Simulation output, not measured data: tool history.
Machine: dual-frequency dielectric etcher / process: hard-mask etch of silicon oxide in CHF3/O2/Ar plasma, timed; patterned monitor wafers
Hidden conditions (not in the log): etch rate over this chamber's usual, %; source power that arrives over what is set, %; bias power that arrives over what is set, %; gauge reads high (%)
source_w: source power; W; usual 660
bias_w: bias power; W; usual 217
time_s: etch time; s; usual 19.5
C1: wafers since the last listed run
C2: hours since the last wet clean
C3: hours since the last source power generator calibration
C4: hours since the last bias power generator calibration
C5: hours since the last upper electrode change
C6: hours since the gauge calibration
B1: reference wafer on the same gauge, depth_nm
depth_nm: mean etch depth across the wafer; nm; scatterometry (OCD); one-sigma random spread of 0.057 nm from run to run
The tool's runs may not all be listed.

run 1 hour=0 | source_w=550 bias_w=252 time_s=19.5 | C1=0 C2=194.9 C3=2976.3 C4=3387.7 C5=5972.5 C6=155 | B1=45.79 | depth_nm=36.22
run 2 hour=26.5 | source_w=550 bias_w=252 time_s=19.5 | C1=379 C2=221.4 C3=3002.8 C4=3414.2 C5=5999 C6=181.5 | B1=45.81 | depth_nm=36.18
run 3 hour=53.7 | source_w=660 bias_w=217 time_s=19.5 | C1=389 C2=248.6 C3=3030 C4=3441.4 C5=6026.2 C6=208.7 | B1=45.78 | depth_nm=38
run 4 hour=70.3 | source_w=660 bias_w=217 time_s=19.5 | C1=237 C2=265.2 C3=3046.6 C4=3458 C5=6042.8 C6=225.3 | B1=45.84 | depth_nm=37.97
run 5 hour=91.5 | source_w=660 bias_w=217 time_s=19.5 | C1=303 C2=286.4 C3=3067.8 C4=3479.2 C5=6064 C6=246.5 | B1=45.77 | depth_nm=37.9
run 6 hour=123.3 | source_w=660 bias_w=217 time_s=19.5 | C1=455 C2=318.2 C3=3099.6 C4=3511 C5=6095.8 C6=278.3 | B1=45.78 | depth_nm=38
run 7 hour=153.7 | source_w=660 bias_w=217 time_s=19.5 | C1=435 C2=348.6 C3=3130 C4=3541.4 C5=6126.2 C6=308.7 | B1=45.77 | depth_nm=37.89
-- hour=171.6 gauge calibrated
run 8 hour=173.1 | source_w=660 bias_w=239 time_s=19.5 | C1=278 C2=368 C3=3149.4 C4=3560.8 C5=6145.6 C6=1.5 | B1=45.81 | depth_nm=39.08
-- hour=208.1 wet clean of the chamber
run 9 hour=208.6 | source_w=790 bias_w=217 time_s=19.5 | C1=164 C2=0.5 C3=3184.9 C4=3596.3 C5=6181.1 C6=37 | B1=45.8 | depth_nm=41.66
run 10 hour=215.8 | source_w=790 bias_w=217 time_s=19.5 | C1=103 C2=7.7 C3=3192.1 C4=3603.5 C5=6188.3 C6=44.2 | B1=45.78 | depth_nm=41.65
-- hour=249.1 upper electrode replaced
run 11 hour=249.6 | source_w=780 bias_w=233 time_s=24 | C1=140 C2=41.5 C3=3225.9 C4=3637.3 C5=0.5 C6=78 | B1=45.79 | depth_nm=52.08
-- hour=265.5 source power generator calibrated
run 12 hour=266 | source_w=520 bias_w=217 time_s=23 | C1=177 C2=57.9 C3=0.5 C4=3653.7 C5=16.9 C6=94.4 | B1=45.8 | depth_nm=39.64
-- hour=292.1 bias power generator calibrated
run 13 hour=298.9 | source_w=660 bias_w=217 time_s=19.5 | C1=414 C2=90.8 C3=33.4 C4=6.8 C5=49.8 C6=127.3 | B1=45.78 | depth_nm=38.01
run 14 hour=334 | source_w=660 bias_w=250 time_s=19.5 | C1=503 C2=125.9 C3=68.5 C4=41.9 C5=84.9 C6=162.4 | B1=45.81 | depth_nm=39.71
run 15 hour=366 | source_w=810 bias_w=217 time_s=19.5 | C1=458 C2=157.9 C3=100.5 C4=73.9 C5=116.9 C6=194.4 | B1=45.81 | depth_nm=42.15
run 16 hour=387.1 | source_w=530 bias_w=257 time_s=16 | C1=302 C2=179 C3=121.6 C4=95 C5=138 C6=215.5 | B1=45.83 | depth_nm=29.33
run 17 hour=411.3 | source_w=660 bias_w=217 time_s=19.5 | C1=346 C2=203.2 C3=145.8 C4=119.2 C5=162.2 C6=239.7 | B1=45.8 | depth_nm=38.03
run 18 hour=425.8 | source_w=710 bias_w=268 time_s=24 | C1=207 C2=217.7 C3=160.3 C4=133.7 C5=176.7 C6=254.2 | B1=45.81 | depth_nm=51.88
run 19 hour=449.1 | source_w=530 bias_w=263 time_s=23.5 | C1=333 C2=241 C3=183.6 C4=157 C5=200 C6=277.5 | B1=45.83 | depth_nm=43.39
run 20 hour=484.2 | source_w=660 bias_w=217 time_s=19.5 | C1=503 C2=276.1 C3=218.7 C4=192.1 C5=235.1 C6=312.6 | B1=45.81 | depth_nm=37.96
-- hour=496.8 gauge calibrated
run 21 hour=497.8 | source_w=560 bias_w=167 time_s=22.5 | C1=194 C2=289.7 C3=232.3 C4=205.7 C5=248.7 C6=1 | B1=45.81 | depth_nm=37.05

Run-by-run hidden state of the tool:
source power that arrives over what is set, %: 0 on each run
bias power that arrives over what is set, %: 0 on each run
gauge reads high (%): 0 on each run
H1: etch rate over this chamber's usual, %
run=1 H1=-0.341
run=2 H1=-0.39
run=3 H1=-0.44
run=4 H1=-0.471
run=5 H1=-0.511
run=6 H1=-0.57
run=7 H1=-0.626
run=8 H1=-0.662
run=9 H1=-0.017
run=10 H1=-0.0304
run=11 H1=-0.0932
run=12 H1=-0.124
run=13 H1=-0.185
run=14 H1=-0.25
run=15 H1=-0.309
run=16 H1=-0.349
run=17 H1=-0.394
run=18 H1=-0.42
run=19 H1=-0.464
run=20 H1=-0.529
run=21 H1=-0.554
